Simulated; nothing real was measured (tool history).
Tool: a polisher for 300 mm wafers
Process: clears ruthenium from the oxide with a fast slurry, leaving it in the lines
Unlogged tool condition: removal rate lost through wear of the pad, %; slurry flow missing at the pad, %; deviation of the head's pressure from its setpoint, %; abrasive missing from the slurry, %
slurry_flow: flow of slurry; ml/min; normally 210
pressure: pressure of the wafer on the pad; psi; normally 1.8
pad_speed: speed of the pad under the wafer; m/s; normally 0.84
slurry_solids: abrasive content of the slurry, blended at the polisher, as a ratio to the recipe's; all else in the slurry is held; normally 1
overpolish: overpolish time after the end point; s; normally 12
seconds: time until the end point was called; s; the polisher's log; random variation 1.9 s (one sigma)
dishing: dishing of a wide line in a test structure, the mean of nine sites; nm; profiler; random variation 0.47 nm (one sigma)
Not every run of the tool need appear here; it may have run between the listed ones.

run	hour	slurry_flow	pressure	pad_speed	slurry_solids	overpolish	wafers since the last listed run	wafers polished on this pad	hours since the slurry nozzle was cleaned	hours since the head pressure was calibrated	hours since the slurry blender was calibrated	incoming thickness of the incoming film, nm	seconds	dishing
1	0	185	1.8	0.84	1.05	12	0	5061	561.8	660.2	115.9	231.3	109	24.6
# hour 68.8: worn pad replaced by a new one
# hour 69.9: slurry nozzle cleaned
2	82.6	265	1.8	0.84	1	12	773	127	12.7	742.8	198.5	238.6	105.4	24.8
3	131.5	210	1.8	1.02	1	12	487	614	61.6	791.7	247.4	231.4	93.5	27.7
4	180.5	210	1.8	1.02	1	12	488	1103	110.6	840.7	296.4	235.1	99.6	26.8
5	250.5	190	1.8	0.84	1	12	697	1800	180.6	910.7	366.4	236.9	114.9	22.2
6	305.2	190	1.8	0.84	1	12	545	2346	235.3	965.4	421.1	233.9	125.4	20.9
# hour 385.7: head pressure recalibrated
7	401	210	1.8	0.84	1	12	934	3281	331.1	15.3	516.9	239.3	136.7	20.4
8	452.8	210	1.8	0.84	1	12	516	3797	382.9	67.1	568.7	235.9	139.3	19.8
# hour 460: slurry blender recalibrated
9	559.6	210	1.8	0.84	1	12	1044	4841	489.7	173.9	99.6	235.7	111.1	23.8
# hour 627.2: worn pad replaced by a new one
10	633.5	210	1.8	0.84	1	12	696	62	563.6	247.8	173.5	234	110.1	23.5
# hour 728: slurry nozzle cleaned
11	729.9	210	1.2	0.72	0.75	12	950	1013	1.9	344.2	269.9	232.4	199.4	13
12	772.9	210	1.8	0.84	1	12	428	1442	44.9	387.2	312.9	231.6	118.6	22.7
13	846.7	155	1.8	0.84	1.3	7	735	2177	118.7	461	386.7	233.6	108.4	13.6
14	921.5	265	1.4	1.04	1	12	745	2923	193.5	535.8	461.5	239	122.8	21.4
15	985.5	175	1.8	0.84	1	12	637	3561	257.5	599.8	525.5	234.5	137.2	18.4
16	1027.2	210	1.8	0.7	1	12	415	3976	299.2	641.5	567.2	232	164	15.9
# hour 1040.2: slurry blender recalibrated
# hour 1225.1: worn pad replaced by a new one
17	1267.2	160	1.8	0.92	0.85	14	2332	419	539.2	881.5	227	233.6	117.3	24.2
# hour 1301.4: slurry nozzle cleaned
18	1348.4	210	1.8	0.84	1	12	799	1219	47	962.7	308.2	230.4	114.9	22.4
# hour 1394.8: head pressure recalibrated
19	1528.8	210	1.8	0.84	1	12	1778	2997	227.4	134	488.6	237.2	136.1	20
# hour 1564.1: slurry blender recalibrated
20	1606.3	210	1.8	0.84	0.85	12	752	3749	304.9	211.5	42.2	238.4	119.9	21.7
21	1647.4	255	1.8	0.84	1	12	409	4159	346	252.6	83.3	234.2	108.4	24.7
22	1730.8	210	1.8	0.84	1	12	831	4990	429.4	336	166.7	239.2	112.7	23.2
# hour 1763.9: worn pad replaced by a new one
23	1817.3	210	1.8	0.96	1	12	822	532	515.9	422.5	253.2	235.6	103.7	25.4
24	1868.6	265	1.8	1.06	0.9	7	511	1043	567.2	473.8	304.5	235.2	97.8	16.4
# hour 1916.4: slurry nozzle cleaned
25	1962.6	245	1.8	1.08	0.7	9	926	1970	46.2	567.8	398.5	234.9	124.2	16.2
26	2064.4	275	1.8	0.84	1	17	1014	2985	148	669.6	500.3	235.5	131.5	29.5
27	2101.1	210	1.8	0.84	1	12	365	3350	184.7	706.3	537	230.2	132.9	19.6
# hour 2163.6: slurry blender recalibrated
28	2206.9	140	1.8	0.84	1.2	12	1034	4385	290.5	812.1	43.3	236.7	108.2	24.1
29	2280.3	210	1.8	0.56	1.3	9	731	5117	363.9	885.5	116.7	239.4	134.9	15

Here are 3 independent what-if runs from the current tool condition. What would each one return?
A	2280.8	210	1.8	0.84	1	12	4	5122	364.4	886	117.2	233	?	?
B	2280.8	185	2.2	0.76	1	12	4	5122	364.4	886	117.2	233	?	?
C	2280.8	210	1.8	0.6	1	12	4	5122	364.4	886	117.2	233	?	?

run	seconds	dishing
A	112.7	23.8
B	107.7	24.8
C	146.4	18.5
What these runs would have given with no unlogged condition in the tool:
run	seconds	dishing
A	109.4	24.5
B	104.5	25.6
C	142.1	19.1

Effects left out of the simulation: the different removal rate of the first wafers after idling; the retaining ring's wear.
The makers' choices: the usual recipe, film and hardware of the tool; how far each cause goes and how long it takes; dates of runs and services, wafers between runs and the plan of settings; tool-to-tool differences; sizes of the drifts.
